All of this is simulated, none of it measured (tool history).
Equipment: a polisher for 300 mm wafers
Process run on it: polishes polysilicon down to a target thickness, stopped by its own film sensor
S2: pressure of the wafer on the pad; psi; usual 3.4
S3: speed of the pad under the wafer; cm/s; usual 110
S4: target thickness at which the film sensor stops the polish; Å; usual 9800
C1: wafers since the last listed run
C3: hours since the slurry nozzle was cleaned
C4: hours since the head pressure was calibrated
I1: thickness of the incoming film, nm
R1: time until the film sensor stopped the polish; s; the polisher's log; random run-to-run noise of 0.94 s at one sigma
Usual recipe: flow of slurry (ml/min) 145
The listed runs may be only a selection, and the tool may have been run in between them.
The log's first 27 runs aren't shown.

run 28 hour=315.7 | flow_of_slurry_(ml/min)=180 S2=3.4 S3=72 S4=9800 | C1=78 wafers_polished_on_this_pad=832 C3=87.1 C4=201.1 | I1=1645.8 | R1=107.5
run 29 hour=330.5 | flow_of_slurry_(ml/min)=180 S2=2.2 S3=110 S4=9800 | C1=189 wafers_polished_on_this_pad=1021 C3=101.9 C4=215.9 | I1=1613.7 | R1=103.2
-- hour=339 worn pad replaced by a new one
run 30 hour=342.4 | flow_of_slurry_(ml/min)=180 S2=3.4 S3=110 S4=9800 | C1=101 wafers_polished_on_this_pad=43 C3=113.8 C4=227.8 | I1=1618.1 | R1=66.3
run 31 hour=351.5 | flow_of_slurry_(ml/min)=130 S2=3.4 S3=110 S4=10680 | C1=116 wafers_polished_on_this_pad=159 C3=122.9 C4=236.9 | I1=1638.7 | R1=65.2
run 32 hour=359.7 | flow_of_slurry_(ml/min)=145 S2=3.4 S3=110 S4=9800 | C1=104 wafers_polished_on_this_pad=264 C3=131.1 C4=245.1 | I1=1628.1 | R1=73
run 33 hour=367.1 | flow_of_slurry_(ml/min)=145 S2=2.7 S3=146 S4=10830 | C1=94 wafers_polished_on_this_pad=359 C3=138.5 C4=252.5 | I1=1631.7 | R1=59.2
run 34 hour=373.6 | flow_of_slurry_(ml/min)=185 S2=3.4 S3=110 S4=7920 | C1=83 wafers_polished_on_this_pad=442 C3=145 C4=259 | I1=1633.1 | R1=90.5
run 35 hour=383.7 | flow_of_slurry_(ml/min)=145 S2=3.4 S3=110 S4=7700 | C1=129 wafers_polished_on_this_pad=571 C3=155.1 C4=269.1 | I1=1614.5 | R1=94
run 36 hour=397.6 | flow_of_slurry_(ml/min)=185 S2=3.4 S3=110 S4=9800 | C1=177 wafers_polished_on_this_pad=749 C3=169 C4=283 | I1=1635 | R1=69.4
run 37 hour=407.7 | flow_of_slurry_(ml/min)=145 S2=3.4 S3=110 S4=9800 | C1=129 wafers_polished_on_this_pad=878 C3=179.1 C4=293.1 | I1=1623.6 | R1=73.7

Branching from run 37: 4 alternative next runs. What would each branch give?
run A hour=408.1 | flow_of_slurry_(ml/min)=145 S2=3.4 S3=110 S4=8800 | C1=5 wafers_polished_on_this_pad=884 C3=179.5 C4=293.5 | I1=1623.6 | R1=?
run B hour=408.1 | flow_of_slurry_(ml/min)=145 S2=3.4 S3=110 S4=11150 | C1=5 wafers_polished_on_this_pad=884 C3=179.5 C4=293.5 | I1=1623.6 | R1=?
run C hour=408.1 | flow_of_slurry_(ml/min)=130 S2=3.9 S3=110 S4=11190 | C1=5 wafers_polished_on_this_pad=884 C3=179.5 C4=293.5 | I1=1623.6 | R1=?
run D hour=408.1 | flow_of_slurry_(ml/min)=130 S2=3.4 S3=110 S4=10770 | C1=5 wafers_polished_on_this_pad=884 C3=179.5 C4=293.5 | I1=1623.6 | R1=?

run=A R1=85.4
run=B R1=58.4
run=C R1=51.8
run=D R1=64.4
What these runs would have given with no unlogged condition in the tool:
run=A R1=75.8
run=B R1=51.8
run=C R1=45.6
run=D R1=56.6

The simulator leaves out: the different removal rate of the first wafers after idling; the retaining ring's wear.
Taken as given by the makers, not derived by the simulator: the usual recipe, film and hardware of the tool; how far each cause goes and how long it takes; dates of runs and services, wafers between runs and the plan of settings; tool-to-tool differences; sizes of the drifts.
